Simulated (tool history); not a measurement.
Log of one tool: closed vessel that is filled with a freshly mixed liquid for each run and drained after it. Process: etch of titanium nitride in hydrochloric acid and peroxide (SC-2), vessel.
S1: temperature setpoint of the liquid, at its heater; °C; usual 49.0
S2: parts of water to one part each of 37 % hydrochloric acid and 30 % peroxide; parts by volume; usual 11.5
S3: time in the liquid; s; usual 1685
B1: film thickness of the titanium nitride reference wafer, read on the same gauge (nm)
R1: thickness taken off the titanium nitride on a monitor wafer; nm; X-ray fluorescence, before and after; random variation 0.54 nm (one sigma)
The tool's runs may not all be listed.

run,day,S1,S2,S3,B1,R1
1,0.000,49.0,11.5,1685,69.99,63.01
2,3.612,49.0,11.5,1685,69.98,62.34
3,6.229,52.0,11.5,1685,69.98,76.87
# day 6.812: chemicals flow meter replaced
4,9.692,52.0,11.5,1685,69.97,74.89
5,11.950,52.0,11.5,1685,70.03,76.40
# day 12.333: new drum of peroxide connected
6,15.217,49.0,11.5,1685,70.01,61.63
7,17.292,49.0,11.5,1685,70.02,61.74
8,21.338,49.0,11.5,1685,70.03,61.56
9,23.354,39.5,7.0,2330,69.99,66.09
10,26.804,49.0,11.5,1685,69.97,62.22
11,30.671,53.0,16.0,1685,70.01,60.85
12,32.971,49.0,11.5,1685,69.95,61.90
13,35.446,49.0,14.5,2030,70.02,60.35
14,36.962,49.0,11.5,1685,70.00,60.88
15,39.192,58.5,6.0,2430,70.01,278.91
16,41.862,49.0,11.5,1685,69.95,62.26
17,44.388,39.5,11.5,1685,70.01,31.56
# day 45.688: new drum of peroxide connected
18,47.479,58.5,15.0,2430,69.99,131.34
19,52.512,49.0,17.0,1135,70.00,29.47
20,56.800,41.0,7.0,2145,70.02,67.04
# day 57.475: thermometer replaced
21,60.750,49.0,11.5,1975,69.99,74.72
# day 64.192: gauge calibrated
22,65.238,49.0,11.5,1685,70.01,63.69
23,69.538,53.5,14.0,1685,69.96,71.36
# day 71.025: new drum of peroxide connected
24,73.871,49.0,11.5,1685,70.02,62.58
25,76.712,49.0,13.5,1685,70.01,54.73
26,79.425,49.0,11.5,1685,70.01,63.48
27,83.012,56.0,11.5,2560,69.99,151.29
28,87.212,41.0,7.0,2145,70.01,70.00
29,91.608,49.0,11.5,1685,70.02,62.35
30,95.642,42.5,6.5,720,70.01,27.14

The same runs without the tool's hidden state, with the same run-to-run variation:
The hidden state here: liquid colder than its thermometer reads (K); chemicals flow below the setpoint (%); peroxide weaker than its label (%); gauge reads high (%).
run,R1
1,64.37
2,63.78
3,78.67
4,76.74
5,78.34
6,63.31
7,63.47
8,63.37
9,68.19
10,64.17
11,62.76
12,63.97
13,62.41
14,63.00
15,288.26
16,64.52
17,32.80
18,136.09
19,30.64
20,69.99
21,74.92
22,63.99
23,71.79
24,63.04
25,55.21
26,64.08
27,152.86
28,70.90
29,63.19
30,27.56
